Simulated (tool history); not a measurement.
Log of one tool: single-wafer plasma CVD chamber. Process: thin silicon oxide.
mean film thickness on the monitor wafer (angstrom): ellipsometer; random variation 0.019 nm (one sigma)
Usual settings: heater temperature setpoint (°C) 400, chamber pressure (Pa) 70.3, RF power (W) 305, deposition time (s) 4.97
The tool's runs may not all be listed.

run,hour,heater temperature setpoint (°C),chamber pressure (Pa),RF power (W),deposition time (s),wafers since the last listed run,hours since the last thermocouple change,hours since the last RF generator calibration,hours since the last manometer calibration,hours since the showerhead was replaced,hours since the gauge calibration,"read-back reference wafer on the same gauge, thickness_nm",mean film thickness on the monitor wafer (angstrom)
1,0,400,74.7,305,4.97,0,1785.4,1303.3,1429.8,6200.2,20.4,5.931,62.7
2,10.9,400,74.7,305,4.97,416,1796.3,1314.2,1440.7,6211.1,31.3,5.929,62.85
3,22.8,400,70.3,305,4.97,454,1808.2,1326.1,1452.6,6223,43.2,5.925,58.96
4,37.7,400,70.3,305,4.97,568,1823.1,1341,1467.5,6237.9,58.1,5.931,58.65
5,47.3,400,70.3,305,4.97,366,1832.7,1350.6,1477.1,6247.5,67.7,5.94,58.91
6,55.5,400,70.3,305,4.97,313,1840.9,1358.8,1485.3,6255.7,75.9,5.927,58.74
7,71.5,400,70.3,305,4.97,610,1856.9,1374.8,1501.3,6271.7,91.9,5.93,58.82
8,88,400,70.3,305,4.97,629,1873.4,1391.3,1517.8,6288.2,108.4,5.929,58.73
9,97.4,400,70.3,305,4.97,358,1882.8,1400.7,1527.2,6297.6,117.8,5.935,58.3
# hour 110.4: thermocouple changed; heater temperature recalibrated
10,110.9,400,70.3,305,4.97,209,0.5,1414.2,1540.7,6311.1,131.3,5.925,58.55
11,125.5,400,70.3,305,4.97,557,15.1,1428.8,1555.3,6325.7,145.9,5.925,58.52
12,140,400,70.3,285,4.97,553,29.6,1443.3,1569.8,6340.2,160.4,5.931,55.41
# hour 150.1: gauge calibrated
# hour 159: RF generator calibrated
13,159.5,400,70.3,305,4.97,439,49.1,0.5,1589.3,6359.7,9.4,5.929,60.96
14,164.5,400,60.8,365,5.87,190,54.1,5.5,1594.3,6364.7,14.4,5.928,69.41
# hour 172.6: capacitance manometer re-zeroed and calibrated
# hour 185.7: showerhead replaced, of another model than before
15,186.2,400,70.3,320,5.62,217,75.8,27.2,13.6,0.5,36.1,5.932,70.46
16,203,414,52.8,330,4.97,641,92.6,44,30.4,17.3,52.9,5.929,53.72
17,209.3,413,70.3,365,4.97,240,98.9,50.3,36.7,23.6,59.2,5.93,64.23
18,255.9,404,56.4,325,4.43,1779,145.5,96.9,83.3,70.2,105.8,5.931,49.46
19,262.4,400,70.3,305,4.97,248,152,103.4,89.8,76.7,112.3,5.937,61.22
20,274.1,400,70.3,305,4.97,446,163.7,115.1,101.5,88.4,124,5.926,61.07
21,282.8,412,55.3,345,4.97,332,172.4,123.8,110.2,97.1,132.7,5.938,56.32
22,295.5,392,76,265,4.97,484,185.1,136.5,122.9,109.8,145.4,5.93,61.2
23,304.2,387,70.3,305,5.67,332,193.8,145.2,131.6,118.5,154.1,5.934,70.36
24,312.2,400,70.3,305,4.97,305,201.8,153.2,139.6,126.5,162.1,5.929,60.89

The same runs without the tool's hidden state, with the same run-to-run variation:
The hidden state here: wafer temperature above the value expected at the setpoint (K); delivered RF power above the setpoint (%); true pressure above the setpoint (%); gauge reads high (%).
run,mean film thickness on the monitor wafer (angstrom)
1,65.16
2,65.35
3,61.36
4,61.09
5,61.39
6,61.25
7,61.4
8,61.37
9,60.97
10,61.28
11,61.31
12,58.3
13,61.41
14,69.87
15,70.72
16,53.92
17,64.47
18,49.64
19,61.45
20,61.31
21,56.53
22,61.46
23,70.63
24,61.13

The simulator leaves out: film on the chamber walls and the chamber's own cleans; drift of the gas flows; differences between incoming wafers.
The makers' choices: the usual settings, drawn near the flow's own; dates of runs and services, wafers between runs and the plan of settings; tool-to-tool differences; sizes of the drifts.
